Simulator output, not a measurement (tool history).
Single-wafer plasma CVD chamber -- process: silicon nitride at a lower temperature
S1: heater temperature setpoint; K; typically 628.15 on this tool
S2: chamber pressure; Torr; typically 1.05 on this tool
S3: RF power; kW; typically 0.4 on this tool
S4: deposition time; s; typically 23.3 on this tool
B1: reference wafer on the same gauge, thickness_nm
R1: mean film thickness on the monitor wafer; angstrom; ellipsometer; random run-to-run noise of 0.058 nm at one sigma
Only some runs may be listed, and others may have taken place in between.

{"run": 1, "day": 0.0, "S1": 628.15, "S2": 1.05, "S3": 0.4, "S4": 23.3, "B1": 34.006, "R1": 284.17}
{"run": 2, "day": 0.383, "S1": 628.15, "S2": 1.05, "S3": 0.4, "S4": 23.3, "B1": 34.026, "R1": 284.28}
{"day": 0.771, "done": "capacitance manometer re-zeroed and calibrated"}
{"run": 3, "day": 0.938, "S1": 628.15, "S2": 1.05, "S3": 0.4, "S4": 23.3, "B1": 33.994, "R1": 277.35}
{"run": 4, "day": 1.288, "S1": 628.15, "S2": 1.05, "S3": 0.4, "S4": 23.3, "B1": 34.011, "R1": 276.93}
{"run": 5, "day": 1.854, "S1": 628.15, "S2": 1.05, "S3": 0.4, "S4": 23.3, "B1": 33.995, "R1": 278}
{"run": 6, "day": 2.167, "S1": 628.15, "S2": 1.05, "S3": 0.4, "S4": 23.3, "B1": 33.995, "R1": 276.74}
{"run": 7, "day": 2.554, "S1": 614.15, "S2": 1.05, "S3": 0.4, "S4": 23.3, "B1": 33.954, "R1": 278.32}
{"day": 3.217, "done": "showerhead replaced"}
{"run": 8, "day": 3.238, "S1": 628.15, "S2": 1.05, "S3": 0.4, "S4": 23.3, "B1": 34.009, "R1": 276.64}
{"run": 9, "day": 3.25, "S1": 628.15, "S2": 1.05, "S3": 0.4, "S4": 23.3, "B1": 33.992, "R1": 277.75}
{"run": 10, "day": 3.55, "S1": 628.15, "S2": 1.05, "S3": 0.33, "S4": 20.9, "B1": 33.988, "R1": 213.51}
{"day": 3.879, "done": "gauge calibrated"}
{"run": 11, "day": 4.192, "S1": 628.15, "S2": 1.05, "S3": 0.44, "S4": 23.3, "B1": 33.987, "R1": 297.42}
{"run": 12, "day": 4.829, "S1": 628.15, "S2": 1.05, "S3": 0.435, "S4": 23.3, "B1": 34.013, "R1": 295.34}
{"run": 13, "day": 5.525, "S1": 637.15, "S2": 1.2, "S3": 0.4, "S4": 23.3, "B1": 33.967, "R1": 286.89}
{"run": 14, "day": 5.942, "S1": 628.15, "S2": 0.95, "S3": 0.375, "S4": 23.3, "B1": 34.005, "R1": 256.55}
{"day": 6.338, "done": "RF generator calibrated"}
{"run": 15, "day": 6.358, "S1": 628.15, "S2": 1.28, "S3": 0.43, "S4": 26.2, "B1": 34.002, "R1": 365.89}
{"run": 16, "day": 6.571, "S1": 628.15, "S2": 1.05, "S3": 0.4, "S4": 23.3, "B1": 33.962, "R1": 293.88}
{"run": 17, "day": 7.312, "S1": 613.15, "S2": 1.27, "S3": 0.325, "S4": 23.3, "B1": 34.022, "R1": 264.09}
{"day": 7.917, "done": "thermocouple changed; heater temperature recalibrated"}
{"run": 18, "day": 8.604, "S1": 633.15, "S2": 0.87, "S3": 0.47, "S4": 18.7, "B1": 33.975, "R1": 249.47}
{"run": 19, "day": 9.292, "S1": 628.15, "S2": 1.05, "S3": 0.4, "S4": 23.3, "B1": 33.969, "R1": 293.45}
{"run": 20, "day": 9.771, "S1": 622.15, "S2": 0.86, "S3": 0.435, "S4": 21.9, "B1": 33.999, "R1": 277.07}
{"run": 21, "day": 10.129, "S1": 628.15, "S2": 0.92, "S3": 0.4, "S4": 23.3, "B1": 34.005, "R1": 282.92}
{"run": 22, "day": 10.425, "S1": 628.15, "S2": 1.05, "S3": 0.4, "S4": 23.3, "B1": 33.994, "R1": 293.83}
{"run": 23, "day": 10.696, "S1": 633.15, "S2": 0.87, "S3": 0.47, "S4": 18.7, "B1": 34.013, "R1": 249.53}
{"run": 24, "day": 10.958, "S1": 637.15, "S2": 0.86, "S3": 0.335, "S4": 27.9, "B1": 33.996, "R1": 289.05}
{"run": 25, "day": 11.567, "S1": 632.15, "S2": 1.27, "S3": 0.34, "S4": 20.1, "B1": 33.995, "R1": 234.91}
{"run": 26, "day": 12.262, "S1": 638.15, "S2": 1.2, "S3": 0.4, "S4": 25.6, "B1": 33.989, "R1": 332.54}
{"run": 27, "day": 12.558, "S1": 628.15, "S2": 1.05, "S3": 0.36, "S4": 20.9, "B1": 33.99, "R1": 243.89}
{"run": 28, "day": 12.95, "S1": 643.15, "S2": 1.05, "S3": 0.4, "S4": 23.3, "B1": 34.027, "R1": 291.94}

5 options for the next run, each taken on its own from the tool as it stands now. Forecast them:
{"run": "A", "day": 12.967, "S1": 628.15, "S2": 1.05, "S3": 0.4, "S4": 23.3, "B1": "?", "R1": "?"}
{"run": "B", "day": 12.967, "S1": 621.15, "S2": 0.83, "S3": 0.465, "S4": 23.3, "B1": "?", "R1": "?"}
{"run": "C", "day": 12.967, "S1": 628.15, "S2": 0.92, "S3": 0.46, "S4": 26.9, "B1": "?", "R1": "?"}
{"run": "D", "day": 12.967, "S1": 628.15, "S2": 1.05, "S3": 0.46, "S4": 23.3, "B1": "?", "R1": "?"}
{"run": "E", "day": 12.967, "S1": 635.15, "S2": 1.05, "S3": 0.4, "S4": 18.8, "B1": "?", "R1": "?"}

run=A B1=34.008 R1=292.6
run=B B1=34.008 R1=304.55
run=C B1=34.008 R1=358.88
run=D B1=34.008 R1=322.46
run=E B1=34.008 R1=235.61
Without the tool's unlogged condition, the same runs would have read:
run=A R1=294.85
run=B R1=306.76
run=C R1=361.58
run=D R1=324.94
run=E R1=237.42
